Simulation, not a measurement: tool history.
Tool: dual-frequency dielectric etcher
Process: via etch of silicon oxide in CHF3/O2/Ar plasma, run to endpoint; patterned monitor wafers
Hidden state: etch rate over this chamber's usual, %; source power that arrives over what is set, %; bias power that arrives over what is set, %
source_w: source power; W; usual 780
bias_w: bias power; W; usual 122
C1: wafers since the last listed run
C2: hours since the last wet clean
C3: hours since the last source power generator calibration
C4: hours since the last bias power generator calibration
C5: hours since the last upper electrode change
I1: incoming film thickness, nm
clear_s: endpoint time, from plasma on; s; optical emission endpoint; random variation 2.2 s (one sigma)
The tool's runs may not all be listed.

{"run": 1, "day": 0.0, "source_w": 780, "bias_w": 122, "C1": 0, "C2": 123.2, "C3": 3163.1, "C4": 2609.6, "C5": 3326.1, "I1": 580.4, "clear_s": 294.9}
{"run": 2, "day": 1.438, "source_w": 780, "bias_w": 122, "C1": 106, "C2": 157.7, "C3": 3197.6, "C4": 2644.1, "C5": 3360.6, "I1": 573.5, "clear_s": 290.3}
{"run": 3, "day": 1.992, "source_w": 780, "bias_w": 122, "C1": 41, "C2": 171.0, "C3": 3210.9, "C4": 2657.4, "C5": 3373.9, "I1": 581.6, "clear_s": 296.0}
{"run": 4, "day": 3.296, "source_w": 780, "bias_w": 122, "C1": 96, "C2": 202.3, "C3": 3242.2, "C4": 2688.7, "C5": 3405.2, "I1": 570.2, "clear_s": 291.9}
{"run": 5, "day": 4.742, "source_w": 780, "bias_w": 122, "C1": 107, "C2": 237.0, "C3": 3276.9, "C4": 2723.4, "C5": 3439.9, "I1": 578.8, "clear_s": 302.1}
{"run": 6, "day": 5.304, "source_w": 780, "bias_w": 122, "C1": 41, "C2": 250.5, "C3": 3290.4, "C4": 2736.9, "C5": 3453.4, "I1": 573.9, "clear_s": 299.0}
{"run": 7, "day": 6.046, "source_w": 780, "bias_w": 122, "C1": 54, "C2": 268.3, "C3": 3308.2, "C4": 2754.7, "C5": 3471.2, "I1": 576.4, "clear_s": 298.0}
{"run": 8, "day": 7.042, "source_w": 780, "bias_w": 122, "C1": 73, "C2": 292.2, "C3": 3332.1, "C4": 2778.6, "C5": 3495.1, "I1": 572.0, "clear_s": 296.0}
{"run": 9, "day": 8.204, "source_w": 780, "bias_w": 122, "C1": 86, "C2": 320.1, "C3": 3360.0, "C4": 2806.5, "C5": 3523.0, "I1": 569.5, "clear_s": 297.2}
{"run": 10, "day": 8.95, "source_w": 780, "bias_w": 135, "C1": 55, "C2": 338.0, "C3": 3377.9, "C4": 2824.4, "C5": 3540.9, "I1": 575.7, "clear_s": 290.7}
{"run": 11, "day": 9.829, "source_w": 780, "bias_w": 135, "C1": 65, "C2": 359.1, "C3": 3399.0, "C4": 2845.5, "C5": 3562.0, "I1": 578.0, "clear_s": 290.3}
{"run": 12, "day": 10.888, "source_w": 780, "bias_w": 113, "C1": 78, "C2": 384.5, "C3": 3424.4, "C4": 2870.9, "C5": 3587.4, "I1": 575.2, "clear_s": 307.4}
{"run": 13, "day": 11.558, "source_w": 780, "bias_w": 113, "C1": 49, "C2": 400.6, "C3": 3440.5, "C4": 2887.0, "C5": 3603.5, "I1": 575.2, "clear_s": 306.9}
{"run": 14, "day": 12.3, "source_w": 780, "bias_w": 113, "C1": 54, "C2": 418.4, "C3": 3458.3, "C4": 2904.8, "C5": 3621.3, "I1": 575.5, "clear_s": 306.3}
{"run": 15, "day": 15.604, "source_w": 780, "bias_w": 122, "C1": 245, "C2": 497.7, "C3": 3537.6, "C4": 2984.1, "C5": 3700.6, "I1": 575.4, "clear_s": 306.1}
{"day": 17.188, "done": "wet clean of the chamber"}
{"run": 16, "day": 17.208, "source_w": 780, "bias_w": 122, "C1": 44, "C2": 0.5, "C3": 3576.1, "C4": 3022.6, "C5": 3739.1, "I1": 578.7, "clear_s": 296.3}
{"run": 17, "day": 17.225, "source_w": 670, "bias_w": 108, "C1": 1, "C2": 0.9, "C3": 3576.5, "C4": 3023.0, "C5": 3739.5, "I1": 570.4, "clear_s": 322.6}
{"run": 18, "day": 17.992, "source_w": 840, "bias_w": 122, "C1": 56, "C2": 19.3, "C3": 3594.9, "C4": 3041.4, "C5": 3757.9, "I1": 577.7, "clear_s": 283.8}
{"run": 19, "day": 18.658, "source_w": 780, "bias_w": 122, "C1": 49, "C2": 35.3, "C3": 3610.9, "C4": 3057.4, "C5": 3773.9, "I1": 579.1, "clear_s": 294.7}
{"day": 20.083, "done": "upper electrode replaced"}
{"run": 20, "day": 20.154, "source_w": 780, "bias_w": 122, "C1": 36, "C2": 71.2, "C3": 3646.8, "C4": 3093.3, "C5": 1.7, "I1": 575.4, "clear_s": 293.2}
{"day": 22.504, "done": "source power generator calibrated"}
{"run": 21, "day": 22.525, "source_w": 780, "bias_w": 122, "C1": 163, "C2": 128.1, "C3": 0.5, "C4": 3150.2, "C5": 58.6, "I1": 581.0, "clear_s": 299.3}
{"run": 22, "day": 23.642, "source_w": 930, "bias_w": 122, "C1": 82, "C2": 154.9, "C3": 27.3, "C4": 3177.0, "C5": 85.4, "I1": 566.6, "clear_s": 271.4}
{"run": 23, "day": 24.429, "source_w": 930, "bias_w": 122, "C1": 58, "C2": 173.8, "C3": 46.2, "C4": 3195.9, "C5": 104.3, "I1": 576.4, "clear_s": 275.0}
{"run": 24, "day": 25.379, "source_w": 620, "bias_w": 113, "C1": 70, "C2": 196.6, "C3": 69.0, "C4": 3218.7, "C5": 127.1, "I1": 569.4, "clear_s": 336.8}
{"run": 25, "day": 26.312, "source_w": 780, "bias_w": 103, "C1": 69, "C2": 219.0, "C3": 91.4, "C4": 3241.1, "C5": 149.5, "I1": 575.7, "clear_s": 306.9}
{"run": 26, "day": 27.346, "source_w": 920, "bias_w": 122, "C1": 76, "C2": 243.8, "C3": 116.2, "C4": 3265.9, "C5": 174.3, "I1": 572.1, "clear_s": 273.9}
{"day": 28.067, "done": "bias power generator calibrated"}
{"run": 27, "day": 29.179, "source_w": 940, "bias_w": 99, "C1": 123, "C2": 287.8, "C3": 160.2, "C4": 26.7, "C5": 218.3, "I1": 573.5, "clear_s": 286.0}
{"run": 28, "day": 30.3, "source_w": 620, "bias_w": 141, "C1": 83, "C2": 314.7, "C3": 187.1, "C4": 53.6, "C5": 245.2, "I1": 577.0, "clear_s": 323.1}
{"run": 29, "day": 31.504, "source_w": 600, "bias_w": 152, "C1": 89, "C2": 343.6, "C3": 216.0, "C4": 82.5, "C5": 274.1, "I1": 575.4, "clear_s": 325.8}
{"run": 30, "day": 32.112, "source_w": 850, "bias_w": 151, "C1": 45, "C2": 358.2, "C3": 230.6, "C4": 97.1, "C5": 288.7, "I1": 580.1, "clear_s": 279.6}
{"run": 31, "day": 33.529, "source_w": 710, "bias_w": 130, "C1": 105, "C2": 392.2, "C3": 264.6, "C4": 131.1, "C5": 322.7, "I1": 578.8, "clear_s": 316.0}
{"run": 32, "day": 34.1, "source_w": 850, "bias_w": 130, "C1": 42, "C2": 405.9, "C3": 278.3, "C4": 144.8, "C5": 336.4, "I1": 574.5, "clear_s": 288.8}
{"run": 33, "day": 35.383, "source_w": 710, "bias_w": 122, "C1": 95, "C2": 436.7, "C3": 309.1, "C4": 175.6, "C5": 367.2, "I1": 574.3, "clear_s": 319.6}
{"run": 34, "day": 36.629, "source_w": 960, "bias_w": 136, "C1": 92, "C2": 466.6, "C3": 339.0, "C4": 205.5, "C5": 397.1, "I1": 570.9, "clear_s": 268.5}
{"run": 35, "day": 37.221, "source_w": 780, "bias_w": 122, "C1": 43, "C2": 480.8, "C3": 353.2, "C4": 219.7, "C5": 411.3, "I1": 574.1, "clear_s": 309.9}
{"run": 36, "day": 37.912, "source_w": 910, "bias_w": 97, "C1": 51, "C2": 497.4, "C3": 369.8, "C4": 236.3, "C5": 427.9, "I1": 572.9, "clear_s": 299.5}

Measured less the same run without the tool's hidden state. The same run-to-run variation is in both; the gauge's scatter may not be:
run=1 clear_s=+0.9
run=2 clear_s=+1.8
run=3 clear_s=+2.2
run=4 clear_s=+3.0
run=5 clear_s=+4.0
run=6 clear_s=+4.3
run=7 clear_s=+4.8
run=8 clear_s=+5.4
run=9 clear_s=+6.1
run=10 clear_s=+6.4
run=11 clear_s=+6.9
run=12 clear_s=+8.0
run=13 clear_s=+8.4
run=14 clear_s=+8.9
run=15 clear_s=+11.0
run=16 clear_s=+0.7
run=17 clear_s=+0.8
run=18 clear_s=+1.1
run=19 clear_s=+1.5
run=20 clear_s=+2.4
run=21 clear_s=+4.0
run=22 clear_s=+4.3
run=23 clear_s=+4.8
run=24 clear_s=+6.5
run=25 clear_s=+6.5
run=26 clear_s=+6.4
run=27 clear_s=+7.8
run=28 clear_s=+9.6
run=29 clear_s=+10.5
run=30 clear_s=+9.3
run=31 clear_s=+11.5
run=32 clear_s=+10.9
run=33 clear_s=+12.9
run=34 clear_s=+11.6
run=35 clear_s=+13.7
run=36 clear_s=+13.7

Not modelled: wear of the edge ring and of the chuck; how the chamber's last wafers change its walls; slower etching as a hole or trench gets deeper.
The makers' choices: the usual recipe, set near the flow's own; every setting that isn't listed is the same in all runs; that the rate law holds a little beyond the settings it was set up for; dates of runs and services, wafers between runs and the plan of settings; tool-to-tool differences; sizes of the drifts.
